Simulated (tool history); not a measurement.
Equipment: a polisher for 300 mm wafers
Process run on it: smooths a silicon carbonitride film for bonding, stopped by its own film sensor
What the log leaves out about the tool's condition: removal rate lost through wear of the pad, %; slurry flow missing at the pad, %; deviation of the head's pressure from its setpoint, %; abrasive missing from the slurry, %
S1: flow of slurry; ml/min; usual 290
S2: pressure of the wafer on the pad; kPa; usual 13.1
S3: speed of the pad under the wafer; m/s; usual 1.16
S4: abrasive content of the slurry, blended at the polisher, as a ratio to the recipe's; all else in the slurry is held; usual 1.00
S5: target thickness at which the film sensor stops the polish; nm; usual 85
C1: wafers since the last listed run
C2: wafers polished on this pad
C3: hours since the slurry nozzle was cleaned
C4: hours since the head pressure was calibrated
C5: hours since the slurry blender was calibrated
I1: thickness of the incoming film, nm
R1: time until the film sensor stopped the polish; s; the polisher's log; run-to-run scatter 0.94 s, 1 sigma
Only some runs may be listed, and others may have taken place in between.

Run 1, hour 0.0: usual settings; C1 0; C2 315; C3 518.3; C4 697.5; C5 158.2; I1 98.2. Result: R1 52.6 s.
Run 2, hour 7.5: usual settings but S4 1.05; C1 128; C2 443; C3 525.8; C4 705.0; C5 165.7; I1 101.3. Result: R1 64.9 s.
Run 3, hour 20.3: usual settings but S4 1.05; C1 218; C2 662; C3 538.6; C4 717.8; C5 178.5; I1 100.3. Result: R1 59.9 s.
Run 4, hour 34.4: usual settings but S4 1.05; C1 240; C2 903; C3 552.7; C4 731.9; C5 192.6; I1 101.8. Result: R1 66.5 s.
Run 5, hour 45.5: usual settings but S5 82 nm; C1 189; C2 1093; C3 563.8; C4 743.0; C5 203.7; I1 100.6. Result: R1 74.6 s.
Run 6, hour 63.0: usual settings; C1 299; C2 1392; C3 581.3; C4 760.5; C5 221.2; I1 99.6. Result: R1 58.5 s.
Run 7, hour 77.8: usual settings; C1 252; C2 1645; C3 596.1; C4 775.3; C5 236.0; I1 99.1. Result: R1 57.0 s.
At hour 84.7: worn pad replaced by a new one.
Run 8, hour 93.3: usual settings; C1 196; C2 146; C3 611.6; C4 790.8; C5 251.5; I1 100.6. Result: R1 63.7 s.
Run 9, hour 105.9: usual settings; C1 215; C2 362; C3 624.2; C4 803.4; C5 264.1; I1 99.6. Result: R1 58.3 s.
At hour 108.9: slurry nozzle cleaned.
Run 10, hour 150.5: usual settings; C1 744; C2 1106; C3 41.6; C4 848.0; C5 308.7; I1 100.6. Result: R1 63.5 s.
Run 11, hour 157.1: usual settings; C1 112; C2 1219; C3 48.2; C4 854.6; C5 315.3; I1 99.8. Result: R1 59.8 s.
Run 12, hour 166.6: usual settings; C1 162; C2 1382; C3 57.7; C4 864.1; C5 324.8; I1 99.1. Result: R1 57.9 s.
At hour 182.9: worn pad replaced by a new one.
At hour 199.1: slurry blender recalibrated.
Run 13, hour 199.6: usual settings but S1 250 ml/min, S2 8.3 kPa, S3 1.30 m/s; C1 461; C2 250; C3 90.7; C4 897.1; C5 0.5; I1 99.8. Result: R1 87.6 s.
Run 14, hour 205.6: usual settings but S2 10.3 kPa, S5 89 nm; C1 102; C2 353; C3 96.7; C4 903.1; C5 6.5; I1 101.8. Result: R1 65.3 s.
Run 15, hour 241.4: usual settings but S1 215 ml/min, S3 0.98 m/s, S4 1.15, S5 90 nm; C1 611; C2 964; C3 132.5; C4 938.9; C5 42.3; I1 98.2. Result: R1 37.3 s.
Run 16, hour 247.9: usual settings but S5 81 nm; C1 111; C2 1076; C3 139.0; C4 945.4; C5 48.8; I1 97.8. Result: R1 67.1 s.
Run 17, hour 255.2: usual settings but S1 215 ml/min, S3 0.98 m/s, S4 1.15, S5 90 nm; C1 124; C2 1200; C3 146.3; C4 952.7; C5 56.1; I1 99.8. Result: R1 43.3 s.
Run 18, hour 266.8: usual settings; C1 198; C2 1398; C3 157.9; C4 964.3; C5 67.7; I1 98.4. Result: R1 54.0 s.
At hour 276.7: worn pad replaced by a new one.
Run 19, hour 282.6: usual settings but S2 15.9 kPa, S4 1.15; C1 201; C2 100; C3 173.7; C4 980.1; C5 83.5; I1 100.9. Result: R1 49.6 s.
Run 20, hour 288.9: usual settings; C1 107; C2 207; C3 180.0; C4 986.4; C5 89.8; I1 100.3. Result: R1 61.7 s.
At hour 302.6: head pressure recalibrated.
Run 21, hour 303.1: usual settings but S3 1.02 m/s; C1 208; C2 416; C3 194.2; C4 0.5; C5 104.0; I1 99.3. Result: R1 66.2 s.
Run 22, hour 318.1: usual settings but S3 1.06 m/s, S5 88 nm; C1 256; C2 672; C3 209.2; C4 15.5; C5 119.0; I1 101.2. Result: R1 56.5 s.
Run 23, hour 332.9: usual settings; C1 252; C2 925; C3 224.0; C4 30.3; C5 133.8; I1 100.9. Result: R1 64.0 s.
Run 24, hour 343.1: usual settings but S3 1.34 m/s; C1 174; C2 1099; C3 234.2; C4 40.5; C5 144.0; I1 99.3. Result: R1 51.7 s.
Run 25, hour 358.9: usual settings but S1 265 ml/min, S3 1.46 m/s, S5 82 nm; C1 269; C2 1369; C3 250.0; C4 56.3; C5 159.8; I1 100.1. Result: R1 61.6 s.
Run 26, hour 372.7: usual settings but S1 340 ml/min, S3 0.78 m/s; C1 235; C2 1605; C3 263.8; C4 70.1; C5 173.6; I1 99.3. Result: R1 80.4 s.
At hour 384.7: worn pad replaced by a new one.
Run 27, hour 385.2: usual settings but S1 215 ml/min; C1 145; C2 9; C3 276.3; C4 82.6; C5 186.1; I1 100.6. Result: R1 65.2 s.
Run 28, hour 400.1: usual settings but S1 255 ml/min; C1 254; C2 263; C3 291.2; C4 97.5; C5 201.0; I1 99.1. Result: R1 59.1 s.
Run 29, hour 408.4: usual settings but S1 385 ml/min, S2 15.2 kPa; C1 141; C2 405; C3 299.5; C4 105.8; C5 209.3; I1 100.3. Result: R1 51.9 s.
Run 30, hour 421.4: usual settings; C1 222; C2 627; C3 312.5; C4 118.8; C5 222.3; I1 99.8. Result: R1 60.7 s.

Hidden condition of the tool, last listed run before each entry between runs versus first listed run after:
Logged between run 7 and run 8: worn pad replaced by a new one (hour 84.7)
  no difference in the tool's unlogged condition between these two runs
Logged between run 9 and run 10: slurry nozzle cleaned (hour 108.9)
  no difference in the tool's unlogged condition between these two runs
Logged between run 12 and run 13: worn pad replaced by a new one (hour 182.9); slurry blender recalibrated (hour 199.1)
  no difference in the tool's unlogged condition between these two runs
Logged between run 18 and run 19: worn pad replaced by a new one (hour 276.7)
  no difference in the tool's unlogged condition between these two runs
Logged between run 20 and run 21: head pressure recalibrated (hour 302.6)
  no difference in the tool's unlogged condition between these two runs
Logged between run 26 and run 27: worn pad replaced by a new one (hour 384.7)
  no difference in the tool's unlogged condition between these two runs

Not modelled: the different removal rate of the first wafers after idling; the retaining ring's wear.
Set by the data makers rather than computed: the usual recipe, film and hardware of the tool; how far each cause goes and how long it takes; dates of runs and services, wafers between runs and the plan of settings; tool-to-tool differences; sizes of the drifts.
